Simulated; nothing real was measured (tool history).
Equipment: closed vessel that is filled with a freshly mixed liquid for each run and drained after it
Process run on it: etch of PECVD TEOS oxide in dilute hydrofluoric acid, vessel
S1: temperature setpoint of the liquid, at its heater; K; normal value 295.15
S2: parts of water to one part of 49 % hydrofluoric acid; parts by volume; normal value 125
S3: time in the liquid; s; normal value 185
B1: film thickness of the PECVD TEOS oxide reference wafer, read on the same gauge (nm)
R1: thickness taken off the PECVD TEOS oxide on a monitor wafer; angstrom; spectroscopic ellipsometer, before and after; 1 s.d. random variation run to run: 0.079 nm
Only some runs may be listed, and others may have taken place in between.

run 1 hour=0 | S1=295.15 S2=125 S3=185 | B1=29.98 | R1=177.9
run 2 hour=33 | S1=295.15 S2=125 S3=185 | B1=30.02 | R1=178.3
run 3 hour=173.4 | S1=295.15 S2=125 S3=185 | B1=30 | R1=178.2
run 4 hour=197.8 | S1=295.15 S2=125 S3=185 | B1=29.97 | R1=178.7
run 5 hour=239.1 | S1=295.15 S2=125 S3=185 | B1=30 | R1=178.4
run 6 hour=309.3 | S1=295.15 S2=125 S3=185 | B1=30 | R1=180.1
run 7 hour=334.5 | S1=295.15 S2=125 S3=185 | B1=30 | R1=180.9
run 8 hour=488.9 | S1=295.15 S2=110 S3=185 | B1=30.01 | R1=207.7
-- hour=514.1 hydrofluoric acid flow meter replaced
run 9 hour=560.5 | S1=295.15 S2=110 S3=185 | B1=30.01 | R1=212.4
run 10 hour=589.6 | S1=295.15 S2=150 S3=185 | B1=30.02 | R1=150.2
run 11 hour=642.6 | S1=297.65 S2=125 S3=185 | B1=29.99 | R1=205.6
run 12 hour=673.1 | S1=296.15 S2=125 S3=185 | B1=30.02 | R1=194.3
-- hour=732.1 thermometer replaced
run 13 hour=739.7 | S1=296.15 S2=125 S3=185 | B1=29.99 | R1=194.9
run 14 hour=785.3 | S1=295.15 S2=125 S3=240 | B1=29.98 | R1=243.3
-- hour=844.5 gauge calibrated
run 15 hour=856.3 | S1=296.65 S2=125 S3=250 | B1=30 | R1=267.9
-- hour=868.2 hydrofluoric acid flow meter replaced, repeated, since the last time left the tool worse
run 16 hour=897 | S1=295.15 S2=95 S3=110 | B1=30 | R1=141.5
run 17 hour=943.4 | S1=295.15 S2=125 S3=185 | B1=30.01 | R1=173.7
run 18 hour=1003.9 | S1=292.15 S2=105 S3=185 | B1=30.02 | R1=187.8
run 19 hour=1057.5 | S1=292.65 S2=75 S3=185 | B1=30 | R1=278.7
run 20 hour=1086.5 | S1=295.15 S2=90 S3=255 | B1=29.98 | R1=346.8
run 21 hour=1247.4 | S1=295.15 S2=125 S3=185 | B1=30 | R1=177
run 22 hour=1291.9 | S1=295.15 S2=125 S3=185 | B1=30 | R1=176.1
run 23 hour=1342.1 | S1=295.15 S2=155 S3=235 | B1=30.01 | R1=175.8
run 24 hour=1406.8 | S1=293.65 S2=150 S3=260 | B1=30.02 | R1=189
run 25 hour=1456.4 | S1=295.15 S2=125 S3=185 | B1=30.03 | R1=176.3
run 26 hour=1483.5 | S1=295.15 S2=85 S3=240 | B1=30.05 | R1=356.8

What does the tool deliver on the next run?
run 27 hour=1527.6 | S1=295.15 S2=155 S3=185 | B1=? | R1=?

B1: 29.99
R1: 138.1 angstrom
Had the tool carried no hidden state, the very same run would have given R1 135.4 angstrom.
